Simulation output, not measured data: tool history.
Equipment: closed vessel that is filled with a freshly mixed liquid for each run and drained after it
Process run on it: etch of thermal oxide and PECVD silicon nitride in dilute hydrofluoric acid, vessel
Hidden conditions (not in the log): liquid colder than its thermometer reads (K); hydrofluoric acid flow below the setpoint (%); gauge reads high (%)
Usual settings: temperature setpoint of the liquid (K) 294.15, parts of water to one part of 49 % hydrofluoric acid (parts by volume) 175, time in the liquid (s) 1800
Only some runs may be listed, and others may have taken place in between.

run,hour,temperature setpoint of the liquid (K),parts of water to one part of 49 % hydrofluoric acid (parts by volume),time in the liquid (s),wafers since the last listed run,hours since the thermometer was replaced,hours since the hydrofluoric acid flow meter was replaced,hours since the gauge calibration,"read-back film thickness of the thermal oxide reference wafer, read on the same gauge (nm)","read-back film thickness of the PECVD silicon nitride reference wafer, read on the same gauge (nm)",thickness taken off the thermal oxide on a monitor wafer (Å),thickness taken off the PECVD silicon nitride on a monitor wafer (Å)
1,0,294.15,175,1800,0,1577.4,1216.7,3065.3,90.03,130.02,401.5,181.7
2,78.1,294.15,175,1800,3950,1655.5,1294.8,3143.4,89.98,130.02,398.7,180.9
3,139,294.15,175,1800,3080,1716.4,1355.7,3204.3,90.02,130.03,399.1,180.3
4,187.9,294.15,265,1800,2473,1765.3,1404.6,3253.2,90,129.97,244.3,120.9
# hour 208.5: hydrofluoric acid flow meter replaced
5,279.5,298.65,260,2745,4582,1856.9,71,3344.8,89.96,129.99,443,248.1
6,332.8,294.15,175,1800,2695,1910.2,124.3,3398.1,89.96,129.99,399.2,178.5
7,374.8,294.15,175,1800,2124,1952.2,166.3,3440.1,89.99,130,401.5,177.7
8,412.7,298.15,175,2500,1916,1990.1,204.2,3478,90.02,130.02,642,320.9
9,472.8,297.15,85,2480,3039,2050.2,264.3,3538.1,90.04,129.99,1405.2,607.5
10,560.4,294.15,175,1800,4430,2137.8,351.9,3625.7,89.99,130.01,397,177.7
11,604.6,294.15,175,1800,2235,2182,396.1,3669.9,90.01,129.98,394.4,176.2
# hour 614.3: thermometer replaced
# hour 648.9: gauge calibrated
12,738.1,299.15,175,2400,6701,123.8,529.6,89.2,90,129.99,662.6,346
13,774.2,295.65,90,2645,1825,159.9,565.7,125.3,90.01,130,1368.5,585.5
14,828.9,294.15,175,1260,2766,214.6,620.4,180,89.99,130,289.3,132
15,890.8,290.15,175,1800,3130,276.5,682.3,241.9,90.02,129.98,355.9,144.5
16,989.7,294.15,175,1800,5002,375.4,781.2,340.8,90.01,129.97,414.7,185.7
17,1090.9,291.65,150,1490,5118,476.6,882.4,442,90,129.99,367.9,152.1
18,1139.8,294.15,120,1800,2473,525.5,931.3,490.9,90.03,129.99,633.4,271.7
19,1203.3,297.15,150,1345,3211,589,994.8,554.4,90.01,129.99,415.6,195.8
20,1310.1,291.65,100,1800,5401,695.8,1101.6,661.2,90.04,130.02,693.8,271.4
21,1382.5,290.15,200,1800,3661,768.2,1174,733.6,90.01,129.96,295.5,124.1
22,1460.4,294.15,235,925,3940,846.1,1251.9,811.5,90.07,129.99,146.8,70.5
23,1538.8,294.15,175,1800,3965,924.5,1330.3,889.9,90.03,130.03,406.6,182.8
# hour 1627: hydrofluoric acid flow meter replaced
24,1640.6,294.15,175,1800,5098,1026.3,13.6,991.7,89.99,130,406.7,184.1
25,1718.3,294.15,175,2830,3930,1104,91.3,1069.4,90.06,129.99,631,285.2
26,1790.5,294.15,175,1800,3651,1176.2,163.5,1141.6,90.02,129.99,404.5,181.1

A few steps of thickness taken off the thermal oxide on a monitor wafer (Å) between consecutive runs. Split each: what settings, incoming material and random variation would produce without the hidden state, and what is left over for the hidden state, along with gauge scatter present in only one of the two compared results (measured, and without hidden state):
Run 8 -> 9: temperature setpoint of the liquid (K) 298.15 -> 297.15, parts of water to one part of 49 % hydrofluoric acid (parts by volume) 175 -> 85, time in the liquid (s) 2500 -> 2480. thickness taken off the thermal oxide on a monitor wafer (Å) +763.2: hidden state -41.8, all else +805.
Run 9 -> 10: temperature setpoint of the liquid (K) 297.15 -> 294.15, parts of water to one part of 49 % hydrofluoric acid (parts by volume) 85 -> 175, time in the liquid (s) 2480 -> 1800. thickness taken off the thermal oxide on a monitor wafer (Å) -1008.2: hidden state +50.6, all else -1058.8.
Run 13 -> 14: temperature setpoint of the liquid (K) 295.65 -> 294.15, parts of water to one part of 49 % hydrofluoric acid (parts by volume) 90 -> 175, time in the liquid (s) 2645 -> 1260. thickness taken off the thermal oxide on a monitor wafer (Å) -1079.2: hidden state +11.3, all else -1090.5.
